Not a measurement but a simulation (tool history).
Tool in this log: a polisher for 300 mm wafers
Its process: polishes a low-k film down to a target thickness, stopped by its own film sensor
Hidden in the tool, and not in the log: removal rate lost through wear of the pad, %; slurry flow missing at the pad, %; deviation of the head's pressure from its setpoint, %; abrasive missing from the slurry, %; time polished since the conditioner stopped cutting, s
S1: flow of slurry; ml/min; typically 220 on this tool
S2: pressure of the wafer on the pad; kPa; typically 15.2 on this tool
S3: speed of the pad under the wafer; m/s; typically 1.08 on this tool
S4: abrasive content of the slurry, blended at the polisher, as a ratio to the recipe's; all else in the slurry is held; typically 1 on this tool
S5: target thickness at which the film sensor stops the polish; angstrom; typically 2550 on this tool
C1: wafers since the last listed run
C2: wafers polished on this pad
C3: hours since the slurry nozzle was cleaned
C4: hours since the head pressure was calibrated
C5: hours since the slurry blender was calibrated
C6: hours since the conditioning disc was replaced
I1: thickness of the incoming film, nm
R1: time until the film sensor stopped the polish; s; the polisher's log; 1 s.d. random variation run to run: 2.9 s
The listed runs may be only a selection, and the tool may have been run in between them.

run     day   S1    S2    S3    S4    S5   C1    C2     C3     C4     C5     C6     I1     R1
  1       0  220  15.2  1.08   1.1  2550    0  1993   16.6  303.7   90.7  282.3  326.9  182.1
      1.188  -- worn pad replaced by a new one
  2   2.992  220  15.2  1.08   1.1  2550  347   222   88.4  375.5  162.5  354.1  329.3    200
  3   4.846  255  15.2  1.08     1  2310  228   450  132.9    420    207  398.6  334.4    285
      6.079  -- conditioning disc replaced and pad reconditioned
  4   6.942  220  15.2  1.08     1  2550  247   698  183.2  470.3  257.3   20.7  329.6  189.9
  5   8.154  220  15.2  1.08     1  2550  149   847  212.3  499.4  286.4   49.8  335.1  195.4
  6  10.029  280  15.2  1.08     1  2620  230  1078  257.3  544.4  331.4   94.8  334.2  174.9
  7  11.621  220  11.7  1.08  0.85  2350  195  1274  295.5  582.6  369.6    133  332.9  320.8
  8  13.488  220  12.4  1.44  0.75  2710  229  1504  340.3  627.4  414.4  177.8  332.9  158.7
  9  15.462  220  15.2  1.08   0.7  2620  243  1747  387.7  674.8  461.8  225.2  327.5  190.8
     16.542  -- slurry nozzle cleaned
 10  17.612  220  15.2  1.08     1  2550  259  2006   25.7  726.4  513.4  276.8  331.7  208.5
     18.762  -- slurry blender recalibrated
 11  19.021  220  15.2  1.08     1  2550  163  2169   59.5  760.2    6.2  310.6  329.2  199.4
     20.083  -- worn pad replaced by a new one
 12  21.517  265  15.2  1.36     1  2550  286   176  119.4  820.1   66.1  370.5  324.8  164.7
 13  23.338  220  15.2  1.08     1  2550  224   400  163.1  863.8  109.8  414.2  331.7  221.6
      24.45  -- conditioning disc replaced and pad reconditioned
     25.758  -- head pressure recalibrated
 14  26.883  220  15.2  1.08   1.1  2550  415   816  248.2     27  194.9   58.4    330  176.5
 15  30.971  220  13.1   1.2  1.25  2370  503  1319  346.3  125.1    293  156.5  331.7  233.1
 16  32.375  220  15.2  0.84   1.3  2550  172  1492    380  158.8  326.7  190.2  331.2  217.5
 17  34.754  220  15.2  1.08     1  2550  292  1785  437.1  215.9  383.8  247.3  325.8  183.3
 18  37.529  255   9.7  1.08     1  2550  341  2126  503.7  282.5  450.4  313.9  336.9  301.4
 19   38.55  220  15.2  1.08     1  2550  125  2252  528.2    307  474.9  338.4    329  199.8
     38.946  -- slurry nozzle cleaned
     39.392  -- slurry blender recalibrated
     40.638  -- worn pad replaced by a new one
 20  40.846  195    11  1.26     1  2550  246    25   45.6  362.1   34.9  393.5  325.7  232.6
 21   43.15  220  15.2  1.08   0.8  2550  283   309  100.9  417.4   90.2  448.8  332.7  250.1
     44.429  -- conditioning disc replaced and pad reconditioned
 22  45.092  220  15.2  1.08     1  2550  228   538  147.5    464  136.8   15.9    331    185
 23  47.817  220  15.2  1.42     1  2740  335   873  212.9  529.4  202.2   81.3  329.4  111.4
 24  49.233  220  12.4  1.08     1  2320  174  1048  246.9  563.4  236.2  115.3  329.2  288.1
 25  51.529  220  15.2  1.08   0.8  2350  282  1330    302  618.5  291.3  170.4  329.5  267.6

Hidden condition of the tool, last listed run before each entry between runs versus first listed run after:
Run 1 -> run 2: worn pad replaced by a new one (day 1.188)
  time polished since the conditioner stopped cutting, s: 201 -> 298
  measured less the result without the state, R1: +15.3 -> +23.5 s
Run 3 -> run 4: conditioning disc replaced and pad reconditioned (day 6.079)
  time polished since the conditioner stopped cutting, s: 369 -> 1.64
  measured less the result without the state, R1: +39.9 -> +0.2 s
Run 9 -> run 10: slurry nozzle cleaned (day 16.542)
  time polished since the conditioner stopped cutting, s: 109 -> 164
  measured less the result without the state, R1: +9.2 -> +14.6 s
Run 10 -> run 11: slurry blender recalibrated (day 18.762)
  time polished since the conditioner stopped cutting, s: 164 -> 206
  measured less the result without the state, R1: +14.6 -> +17.1 s
Run 11 -> run 12: worn pad replaced by a new one (day 20.083)
  time polished since the conditioner stopped cutting, s: 206 -> 293
  measured less the result without the state, R1: +17.1 -> +22.6 s
Run 13 -> run 14: conditioning disc replaced and pad reconditioned (day 24.45); head pressure recalibrated (day 25.758)
  time polished since the conditioner stopped cutting, s: 366 -> 10.9
  measured less the result without the state, R1: +30.8 -> +1 s
Run 19 -> run 20: slurry nozzle cleaned (day 38.946); slurry blender recalibrated (day 39.392); worn pad replaced by a new one (day 40.638)
  time polished since the conditioner stopped cutting, s: 247 -> 333
  measured less the result without the state, R1: +20.1 -> +28.1 s
Run 21 -> run 22: conditioning disc replaced and pad reconditioned (day 44.429)
  time polished since the conditioner stopped cutting, s: 432 -> 35
  measured less the result without the state, R1: +39.7 -> +3 s
